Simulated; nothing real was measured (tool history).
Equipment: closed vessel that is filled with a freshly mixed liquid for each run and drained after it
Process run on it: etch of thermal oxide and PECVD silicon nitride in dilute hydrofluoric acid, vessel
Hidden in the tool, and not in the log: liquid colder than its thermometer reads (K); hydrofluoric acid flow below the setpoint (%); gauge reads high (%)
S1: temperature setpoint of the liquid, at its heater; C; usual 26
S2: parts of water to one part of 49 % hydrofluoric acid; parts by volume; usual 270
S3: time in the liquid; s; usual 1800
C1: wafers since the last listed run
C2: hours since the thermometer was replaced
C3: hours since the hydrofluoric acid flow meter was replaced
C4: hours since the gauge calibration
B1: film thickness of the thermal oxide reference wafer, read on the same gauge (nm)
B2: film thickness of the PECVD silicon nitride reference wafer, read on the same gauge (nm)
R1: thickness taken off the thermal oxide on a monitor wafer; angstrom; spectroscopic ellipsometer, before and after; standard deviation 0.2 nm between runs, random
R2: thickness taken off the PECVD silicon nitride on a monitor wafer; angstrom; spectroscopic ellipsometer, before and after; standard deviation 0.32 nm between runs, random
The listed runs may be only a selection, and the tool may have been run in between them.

run,hour,S1,S2,S3,C1,C2,C3,C4,B1,B2,R1,R2
1,0,26,270,2515,0,471.3,1372.9,1357.5,50.02,60.02,401.3,454
2,109.3,26,270,2515,2533,580.6,1482.2,1466.8,50.01,59.99,404.3,450.8
3,173.1,26,270,2515,1478,644.4,1546,1530.6,49.94,59.99,403.4,454.9
4,251,26,270,1800,1805,722.3,1623.9,1608.5,50.01,60,289.3,328.2
5,356.7,22,370,1800,2450,828,1729.6,1714.2,50.02,60,166.8,187.3
6,463,22,370,1800,2464,934.3,1835.9,1820.5,50.01,59.98,166.5,184.6
7,547.7,22,370,1800,1963,1019,1920.6,1905.2,50.03,59.99,168.2,187.5
8,617.3,26,325,2210,1613,1088.6,1990.2,1974.8,49.99,60.01,279.5,329.8
9,670.4,26,325,2210,1230,1141.7,2043.3,2027.9,49.98,60.01,282,325.5
10,734.4,26,325,2210,1483,1205.7,2107.3,2091.9,50.01,60,278.8,330.5
# hour 763.3: gauge calibrated
11,826.5,24,270,1470,2134,1297.8,2199.4,63.2,50.02,60,219.5,237.4
12,867.3,23.5,270,2795,945,1338.6,2240.2,104,49.99,60.01,412.3,431.6
13,956.9,26,355,1800,2076,1428.2,2329.8,193.6,50.01,60,204.2,248.6
# hour 995.8: hydrofluoric acid flow meter replaced
14,1024.1,28.5,380,1160,1534,1495.4,28.3,260.8,49.98,60,127.1,169.6
15,1065.8,26,270,1800,966,1537.1,70,302.5,49.96,60.02,286.7,332.3
16,1130,26,270,1800,1488,1601.3,134.2,366.7,50.02,60,284.7,321.7
17,1177.7,26,320,1800,1105,1649,181.9,414.4,50.01,60.01,235,271
18,1261,26,270,1800,1930,1732.3,265.2,497.7,50,60,290.6,320.1
# hour 1287.7: thermometer replaced
19,1330.7,28.5,185,2370,1592,43,334.9,567.4,49.99,60.02,665.6,723.1
20,1427,26,270,1800,2232,139.3,431.2,663.7,50,60.02,294.6,322.1
21,1498.4,29,315,955,1655,210.7,502.6,735.1,50.01,60,139.8,176
22,1575,26,325,1800,1775,287.3,579.2,811.7,49.99,59.98,228.3,269.4
23,1675.6,26,185,1800,2331,387.9,679.8,912.3,49.99,60.01,462,476.2
24,1762.3,26,270,1800,2009,474.6,766.5,999,50.03,59.99,287,320.9
25,1849.3,23.5,145,1180,2016,561.6,853.5,1086,50.01,59.99,369.7,338.4

Predict each of these 4 candidate next runs independently; none follows another, all start after run 25:
A,1850.5,26,380,1800,27,562.8,854.7,1087.2,?,?,?,?
B,1850.5,24.5,235,2195,27,562.8,854.7,1087.2,?,?,?,?
C,1850.5,26,365,1110,27,562.8,854.7,1087.2,?,?,?,?
D,1850.5,26,270,2615,27,562.8,854.7,1087.2,?,?,?,?

run,B1,B2,R1,R2
A,49.98,60,182.6,234.3
B,49.98,60,395.2,421.7
C,49.98,60,118.9,150.4
D,49.98,60,416.5,479.5
Without the tool's unlogged condition, the same runs would have read:
run,R1,R2
A,182.6,234.3
B,395.2,421.7
C,118.9,150.4
D,416.5,479.5
